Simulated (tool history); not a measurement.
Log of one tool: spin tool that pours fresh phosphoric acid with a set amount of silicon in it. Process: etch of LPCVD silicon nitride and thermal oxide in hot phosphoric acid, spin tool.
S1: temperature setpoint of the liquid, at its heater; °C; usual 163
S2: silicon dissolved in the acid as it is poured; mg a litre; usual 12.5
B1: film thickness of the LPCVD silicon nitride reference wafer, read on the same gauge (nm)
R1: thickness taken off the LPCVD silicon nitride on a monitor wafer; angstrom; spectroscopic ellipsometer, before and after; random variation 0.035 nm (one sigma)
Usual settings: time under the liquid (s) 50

{"run": 1, "day": 0.0, "S1": 163, "S2": 9.5, "time under the liquid (s)": 50, "B1": 109.985, "R1": 40.74}
{"run": 2, "day": 1.329, "S1": 163, "S2": 12.5, "time under the liquid (s)": 50, "B1": 110.012, "R1": 40.72}
{"run": 3, "day": 3.462, "S1": 163, "S2": 12.5, "time under the liquid (s)": 50, "B1": 109.969, "R1": 40.25}
{"run": 4, "day": 6.133, "S1": 163, "S2": 10, "time under the liquid (s)": 50, "B1": 110, "R1": 40.18}
{"run": 5, "day": 8.996, "S1": 163, "S2": 12.5, "time under the liquid (s)": 70, "B1": 109.997, "R1": 56.28}
{"run": 6, "day": 10.738, "S1": 163, "S2": 12.5, "time under the liquid (s)": 70, "B1": 109.981, "R1": 56.21}
{"run": 7, "day": 12.304, "S1": 163, "S2": 12.5, "time under the liquid (s)": 50, "B1": 110.052, "R1": 39.23}
{"run": 8, "day": 15.042, "S1": 163, "S2": 12.5, "time under the liquid (s)": 50, "B1": 110.015, "R1": 39.44}
{"run": 9, "day": 16.458, "S1": 163, "S2": 12.5, "time under the liquid (s)": 50, "B1": 109.961, "R1": 39.65}
{"day": 17.142, "done": "thermometer replaced"}
{"run": 10, "day": 19.188, "S1": 163, "S2": 12.5, "time under the liquid (s)": 50, "B1": 109.973, "R1": 41.25}
{"run": 11, "day": 21.783, "S1": 163, "S2": 12.5, "time under the liquid (s)": 70, "B1": 109.999, "R1": 57.83}
{"run": 12, "day": 25.2, "S1": 160.5, "S2": 15.5, "time under the liquid (s)": 75, "B1": 109.974, "R1": 57.02}
{"run": 13, "day": 27.708, "S1": 163, "S2": 12.5, "time under the liquid (s)": 50, "B1": 110.031, "R1": 41.45}
{"run": 14, "day": 29.896, "S1": 163, "S2": 12.5, "time under the liquid (s)": 50, "B1": 110.009, "R1": 41.14}
{"run": 15, "day": 32.45, "S1": 164, "S2": 17.5, "time under the liquid (s)": 60, "B1": 109.994, "R1": 50.59}
{"run": 16, "day": 35.217, "S1": 163, "S2": 12.5, "time under the liquid (s)": 75, "B1": 110.016, "R1": 60.04}
{"run": 17, "day": 37.904, "S1": 165.5, "S2": 16, "time under the liquid (s)": 25, "B1": 109.997, "R1": 21.62}
{"day": 38.046, "done": "dissolved silicon flow meter replaced"}
{"day": 38.896, "done": "gauge calibrated"}
{"run": 18, "day": 39.775, "S1": 161, "S2": 7, "time under the liquid (s)": 35, "B1": 109.993, "R1": 25.94}
{"day": 41.258, "done": "heated supply line repaired"}
{"run": 19, "day": 42.158, "S1": 166, "S2": 18.5, "time under the liquid (s)": 65, "B1": 109.993, "R1": 57.61}
{"run": 20, "day": 43.842, "S1": 163, "S2": 12.5, "time under the liquid (s)": 50, "B1": 110.005, "R1": 39.81}
{"run": 21, "day": 51.875, "S1": 161, "S2": 12.5, "time under the liquid (s)": 50, "B1": 110.009, "R1": 37.14}
{"run": 22, "day": 54.396, "S1": 163, "S2": 12.5, "time under the liquid (s)": 20, "B1": 110.042, "R1": 15.65}
{"run": 23, "day": 56.892, "S1": 163, "S2": 12.5, "time under the liquid (s)": 50, "B1": 110.012, "R1": 38.82}

Forecast each of these 3 alternatives for the next run:
{"run": "A", "day": 56.908, "S1": 163, "S2": 20.5, "time under the liquid (s)": 50, "B1": "?", "R1": "?"}
{"run": "B", "day": 56.908, "S1": 163, "S2": 12.5, "time under the liquid (s)": 35, "B1": "?", "R1": "?"}
{"run": "C", "day": 56.908, "S1": 163, "S2": 3, "time under the liquid (s)": 50, "B1": "?", "R1": "?"}

run=A B1=110.018 R1=38.72
run=B B1=110.018 R1=27.1
run=C B1=110.018 R1=38.72
Without the tool's hidden state the same runs would have given:
run=A R1=42.46
run=B R1=29.72
run=C R1=42.46
